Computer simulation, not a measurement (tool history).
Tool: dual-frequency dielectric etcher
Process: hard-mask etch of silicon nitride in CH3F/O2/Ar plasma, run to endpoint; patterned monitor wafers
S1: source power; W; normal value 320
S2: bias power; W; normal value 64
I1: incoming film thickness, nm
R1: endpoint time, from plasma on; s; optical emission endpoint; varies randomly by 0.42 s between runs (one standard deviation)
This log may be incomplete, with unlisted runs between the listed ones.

{"run": 1, "hour": 0.0, "S1": 320, "S2": 54, "I1": 29.26, "R1": 51.4}
{"run": 2, "hour": 8.4, "S1": 320, "S2": 54, "I1": 28.89, "R1": 50.6}
{"run": 3, "hour": 22.2, "S1": 320, "S2": 64, "I1": 29.23, "R1": 48.4}
{"run": 4, "hour": 39.0, "S1": 320, "S2": 64, "I1": 29.85, "R1": 49.9}
{"run": 5, "hour": 76.9, "S1": 320, "S2": 64, "I1": 29.25, "R1": 49.5}
{"run": 6, "hour": 94.7, "S1": 320, "S2": 64, "I1": 29.55, "R1": 49.2}
{"run": 7, "hour": 107.3, "S1": 320, "S2": 64, "I1": 29.13, "R1": 48.2}
{"hour": 150.8, "done": "source power generator calibrated"}
{"hour": 158.9, "done": "upper electrode replaced"}
{"run": 8, "hour": 159.4, "S1": 320, "S2": 64, "I1": 29.22, "R1": 47.9}
{"run": 9, "hour": 164.4, "S1": 320, "S2": 64, "I1": 29.31, "R1": 49.0}
{"run": 10, "hour": 181.4, "S1": 320, "S2": 64, "I1": 29.22, "R1": 48.7}
{"run": 11, "hour": 194.6, "S1": 320, "S2": 64, "I1": 29.03, "R1": 48.2}
{"run": 12, "hour": 208.0, "S1": 320, "S2": 64, "I1": 28.83, "R1": 47.6}
{"run": 13, "hour": 225.1, "S1": 320, "S2": 64, "I1": 29.07, "R1": 47.2}
{"run": 14, "hour": 239.8, "S1": 290, "S2": 64, "I1": 29.33, "R1": 50.1}
{"hour": 268.9, "done": "wet clean of the chamber"}
{"run": 15, "hour": 269.4, "S1": 320, "S2": 64, "I1": 29.08, "R1": 49.4}
{"run": 16, "hour": 269.7, "S1": 320, "S2": 64, "I1": 29.19, "R1": 49.5}
{"run": 17, "hour": 277.1, "S1": 340, "S2": 68, "I1": 29.17, "R1": 47.7}
{"run": 18, "hour": 290.8, "S1": 340, "S2": 56, "I1": 29.17, "R1": 50.6}
{"run": 19, "hour": 299.5, "S1": 320, "S2": 64, "I1": 29.22, "R1": 49.1}
{"run": 20, "hour": 308.6, "S1": 400, "S2": 68, "I1": 29.07, "R1": 45.3}
{"hour": 320.0, "done": "bias power generator calibrated"}
{"run": 21, "hour": 320.5, "S1": 320, "S2": 64, "I1": 29.0, "R1": 48.8}
{"run": 22, "hour": 328.7, "S1": 400, "S2": 59, "I1": 29.21, "R1": 46.5}
{"run": 23, "hour": 340.5, "S1": 270, "S2": 56, "I1": 29.0, "R1": 53.6}
{"run": 24, "hour": 354.0, "S1": 260, "S2": 58, "I1": 29.32, "R1": 54.1}
{"run": 25, "hour": 364.5, "S1": 360, "S2": 57, "I1": 29.29, "R1": 49.2}
{"run": 26, "hour": 374.6, "S1": 280, "S2": 70, "I1": 29.36, "R1": 50.4}
{"run": 27, "hour": 386.0, "S1": 270, "S2": 50, "I1": 28.93, "R1": 55.1}
{"run": 28, "hour": 402.5, "S1": 370, "S2": 64, "I1": 28.97, "R1": 46.9}
{"run": 29, "hour": 444.3, "S1": 320, "S2": 72, "I1": 29.08, "R1": 47.0}

What was the tool's hidden state at every run in the log?
source power that arrives over what is set, %: 0 in every run
bias power that arrives over what is set, %: 0 in every run
H1: etch rate over this chamber's usual, %
run=1 H1=1.18
run=2 H1=1.27
run=3 H1=1.41
run=4 H1=1.58
run=5 H1=1.96
run=6 H1=2.13
run=7 H1=2.26
run=8 H1=2.78
run=9 H1=2.83
run=10 H1=3
run=11 H1=3.14
run=12 H1=3.27
run=13 H1=3.44
run=14 H1=3.59
run=15 H1=-0.107
run=16 H1=-0.104
run=17 H1=-0.0295
run=18 H1=0.108
run=19 H1=0.195
run=20 H1=0.286
run=21 H1=0.406
run=22 H1=0.488
run=23 H1=0.606
run=24 H1=0.742
run=25 H1=0.847
run=26 H1=0.948
run=27 H1=1.06
run=28 H1=1.23
run=29 H1=1.65
